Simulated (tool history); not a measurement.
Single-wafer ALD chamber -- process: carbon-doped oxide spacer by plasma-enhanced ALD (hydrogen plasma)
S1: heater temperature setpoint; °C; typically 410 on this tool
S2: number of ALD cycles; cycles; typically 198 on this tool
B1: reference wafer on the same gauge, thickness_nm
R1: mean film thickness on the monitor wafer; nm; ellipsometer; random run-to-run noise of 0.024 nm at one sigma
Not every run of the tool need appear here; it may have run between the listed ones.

run 1 hour=0.0 | S1=416 S2=198 | B1=9.118 | R1=9.271
run 2 hour=11.3 | S1=416 S2=198 | B1=9.127 | R1=9.236
run 3 hour=26.1 | S1=410 S2=198 | B1=9.122 | R1=9.426
run 4 hour=37.2 | S1=410 S2=229 | B1=9.115 | R1=10.882
run 5 hour=47.9 | S1=410 S2=229 | B1=9.119 | R1=10.908
run 6 hour=56.4 | S1=410 S2=229 | B1=9.125 | R1=10.899
run 7 hour=68.9 | S1=410 S2=189 | B1=9.118 | R1=9.044
run 8 hour=81.1 | S1=410 S2=189 | B1=9.114 | R1=8.973
run 9 hour=92.4 | S1=410 S2=198 | B1=9.128 | R1=9.362
run 10 hour=105.8 | S1=415 S2=198 | B1=9.114 | R1=9.295
run 11 hour=117.7 | S1=410 S2=174 | B1=9.122 | R1=8.278
run 12 hour=127.1 | S1=404 S2=231 | B1=9.125 | R1=11.264
run 13 hour=137.1 | S1=410 S2=198 | B1=9.118 | R1=9.418
run 14 hour=145.9 | S1=410 S2=180 | B1=9.121 | R1=8.511
-- hour=153.5 gauge calibrated
run 15 hour=156.4 | S1=399 S2=163 | B1=9.114 | R1=7.999

Run 16, settings as shown, results not yet in. Your forecast:
run 16 hour=163.9 | S1=410 S2=198 | B1=? | R1=?

Run 16 yielded B1 9.128, R1 9.480 nm.
Were there no unlogged condition in the tool, this run, its random variation unchanged, would have produced R1 9.480 nm.
